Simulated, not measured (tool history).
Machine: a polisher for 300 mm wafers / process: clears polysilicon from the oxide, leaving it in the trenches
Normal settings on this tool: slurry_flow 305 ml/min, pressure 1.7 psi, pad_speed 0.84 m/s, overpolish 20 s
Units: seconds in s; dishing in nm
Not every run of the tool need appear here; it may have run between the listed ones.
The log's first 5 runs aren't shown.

| run | hour | slurry_flow | pressure | pad_speed | overpolish | incoming thickness of the incoming film, nm | seconds | dishing |
|---|---|---|---|---|---|---|---|---|
| 6 | 122.3 | 305 | 1.7 | 0.84 | 20 | 310.7 | 39.9 | 45.9 |
| 7 | 135.6 | 305 | 1.7 | 0.84 | 20 | 313.7 | 39.6 | 46.6 |
| 8 | 154.4 | 305 | 1.7 | 0.98 | 29 | 305.9 | 33.9 | 49.3 |
| 9 | 175.7 | 305 | 1.7 | 0.98 | 29 | 311.4 | 34.8 | 48.7 |
|  | 194.6 | worn pad replaced by a new one |
| 10 | 195.1 | 305 | 2.1 | 0.74 | 20 | 315.7 | 36.7 | 46.4 |
| 11 | 223.3 | 305 | 2.1 | 0.74 | 20 | 313.1 | 37.1 | 48.8 |
| 12 | 254.3 | 305 | 1.7 | 0.84 | 20 | 312.8 | 40.2 | 46.3 |
| 13 | 271.1 | 305 | 1.7 | 0.84 | 20 | 310.3 | 39.6 | 45.4 |
| 14 | 307.0 | 305 | 1.7 | 0.84 | 20 | 314.7 | 40.0 | 46.0 |
|  | 336.6 | worn pad replaced by a new one |
| 15 | 338.1 | 305 | 1.7 | 0.84 | 20 | 310.7 | 39.6 | 47.1 |
|  | 346.1 | head pressure recalibrated |
| 16 | 370.7 | 305 | 1.7 | 0.84 | 20 | 304.2 | 38.6 | 46.0 |
| 17 | 384.6 | 305 | 1.8 | 0.84 | 20 | 313.8 | 37.8 | 46.3 |

Run 18 comes next. What will it give?
|  | 386.5 | slurry nozzle cleaned |
| 18 | 414.4 | 405 | 1.5 | 0.84 | 15 | 311.3 | ? | ? |

seconds: 43.4 s
dishing: 43.3 nm
With the hidden condition absent and the run-to-run variation left alone, this run would have shown seconds 43.4 s, dishing 43.3 nm.

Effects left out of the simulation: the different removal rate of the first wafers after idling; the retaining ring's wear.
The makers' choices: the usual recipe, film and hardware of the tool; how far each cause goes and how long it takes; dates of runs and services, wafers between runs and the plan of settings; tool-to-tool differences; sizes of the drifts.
